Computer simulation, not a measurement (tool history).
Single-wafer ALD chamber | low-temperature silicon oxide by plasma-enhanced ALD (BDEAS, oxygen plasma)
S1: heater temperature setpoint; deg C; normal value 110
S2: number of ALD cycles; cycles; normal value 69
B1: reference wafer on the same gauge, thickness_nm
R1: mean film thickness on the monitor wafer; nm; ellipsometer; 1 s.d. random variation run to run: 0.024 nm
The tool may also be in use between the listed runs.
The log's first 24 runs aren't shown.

| run | hour | S1 | S2 | B1 | R1 |
|---|---|---|---|---|---|
|  | 1258.9 | gauge calibrated |
| 25 | 1429.4 | 99 | 62 | 10.143 | 8.68 |
| 26 | 1472.2 | 104 | 61 | 10.142 | 8.447 |
| 27 | 1541 | 110 | 69 | 10.133 | 9.486 |
| 28 | 1574.6 | 95 | 60 | 10.136 | 8.524 |
| 29 | 1697.8 | 110 | 69 | 10.129 | 9.457 |
| 30 | 1760.4 | 110 | 66 | 10.14 | 9.005 |
| 31 | 1798.8 | 123 | 79 | 10.139 | 10.612 |
| 32 | 1870.2 | 119 | 61 | 10.143 | 8.239 |
| 33 | 1921.7 | 118 | 57 | 10.138 | 7.73 |
| 34 | 1956.6 | 110 | 69 | 10.137 | 9.509 |
| 35 | 2011 | 98 | 78 | 10.143 | 11.037 |

4 ways to go on from here, each from the tool as it stands after run 35. What would each give?
| A | 2011.5 | 110 | 78 | ? | ? |
| B | 2011.5 | 98 | 80 | ? | ? |
| C | 2011.5 | 96 | 60 | ? | ? |
| D | 2011.5 | 124 | 65 | ? | ? |

| run | B1 | R1 |
|---|---|---|
| A | 10.137 | 10.71 |
| B | 10.137 | 11.295 |
| C | 10.137 | 8.524 |
| D | 10.137 | 8.724 |
Without the tool's hidden state the same runs would have given:
| run | R1 |
|---|---|
| A | 10.624 |
| B | 11.119 |
| C | 8.392 |
| D | 8.653 |

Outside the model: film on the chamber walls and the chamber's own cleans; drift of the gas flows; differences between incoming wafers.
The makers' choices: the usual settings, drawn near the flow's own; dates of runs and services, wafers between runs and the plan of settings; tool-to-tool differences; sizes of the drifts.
